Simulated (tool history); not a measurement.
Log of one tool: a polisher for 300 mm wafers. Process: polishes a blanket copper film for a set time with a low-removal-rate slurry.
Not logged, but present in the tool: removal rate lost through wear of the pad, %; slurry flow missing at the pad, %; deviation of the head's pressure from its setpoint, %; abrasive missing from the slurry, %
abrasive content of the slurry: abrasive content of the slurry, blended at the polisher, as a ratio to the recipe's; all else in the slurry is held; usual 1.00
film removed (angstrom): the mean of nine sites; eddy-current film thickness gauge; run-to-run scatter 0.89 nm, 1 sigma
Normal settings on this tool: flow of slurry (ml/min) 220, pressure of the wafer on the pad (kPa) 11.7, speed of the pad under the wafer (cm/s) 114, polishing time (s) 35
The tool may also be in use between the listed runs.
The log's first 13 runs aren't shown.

run	hour	flow of slurry (ml/min)	pressure of the wafer on the pad (kPa)	speed of the pad under the wafer (cm/s)	abrasive content of the slurry	polishing time (s)	wafers since the last listed run	wafers polished on this pad	hours since the slurry nozzle was cleaned	hours since the head pressure was calibrated	hours since the slurry blender was calibrated	incoming thickness of the incoming film, nm	film removed (angstrom)
14	319.9	220	11.7	114	1.00	35	381	1455	136.7	1502.3	146.7	1156.7	727
15	333.1	220	11.7	114	1.00	29	183	1639	149.9	1515.5	159.9	1158.6	602
16	345.6	220	11.7	82	1.00	43	174	1813	162.4	1528.0	172.4	1143.9	734
17	371.4	260	11.7	150	0.80	42	359	2172	188.2	1553.8	198.2	1165.1	976
# hour 415.7: slurry blender recalibrated
18	471.8	220	13.1	114	1.00	35	1369	3542	288.6	1654.2	56.1	1165.8	811
# hour 484.0: head pressure recalibrated
19	502.1	220	11.7	114	1.00	35	393	3936	318.9	18.1	86.4	1162.8	736
# hour 523.0: worn pad replaced by a new one
20	526.8	165	10.3	114	1.00	35	288	52	343.6	42.8	111.1	1133.9	594
21	552.7	220	11.7	114	1.00	35	360	412	369.5	68.7	137.0	1153.6	720
22	576.3	170	9.7	114	1.25	39	328	741	393.1	92.3	160.6	1158.1	675
23	603.9	260	10.3	78	0.70	35	384	1125	420.7	119.9	188.2	1157.9	466
24	619.3	160	11.7	144	1.20	43	214	1340	436.1	135.3	203.6	1145.0	1007
25	637.0	220	11.7	114	1.20	29	246	1586	453.8	153.0	221.3	1160.1	627
26	670.4	220	11.7	114	1.00	35	464	2051	487.2	186.4	254.7	1143.6	703
27	684.8	220	11.7	150	1.00	24	200	2251	501.6	200.8	269.1	1158.2	574
28	719.1	245	11.7	100	1.00	35	477	2729	535.9	235.1	303.4	1167.2	663
# hour 731.8: slurry blender recalibrated
# hour 748.3: slurry nozzle cleaned
29	750.0	220	11.7	114	1.00	35	388	3117	1.7	266.0	18.2	1149.7	739
30	781.1	220	11.7	148	0.75	35	432	3550	32.8	297.1	49.3	1148.0	799
31	807.5	220	11.7	152	1.00	28	367	3918	59.2	323.5	75.7	1151.6	695

3 ways to go on from here, each from the tool as it stands after run 31. What would each give?
A	807.9	220	11.7	148	1.00	35	5	3923	59.6	323.9	76.1	1165.8	?
B	807.9	295	11.7	152	1.00	35	5	3923	59.6	323.9	76.1	1165.8	?
C	807.9	250	9.7	74	1.15	35	5	3923	59.6	323.9	76.1	1165.8	?

run	film removed (angstrom)
A	839
B	881
C	488
Had the tool no hidden state, the same runs would have come out as:
run	film removed (angstrom)
A	862
B	905
C	502
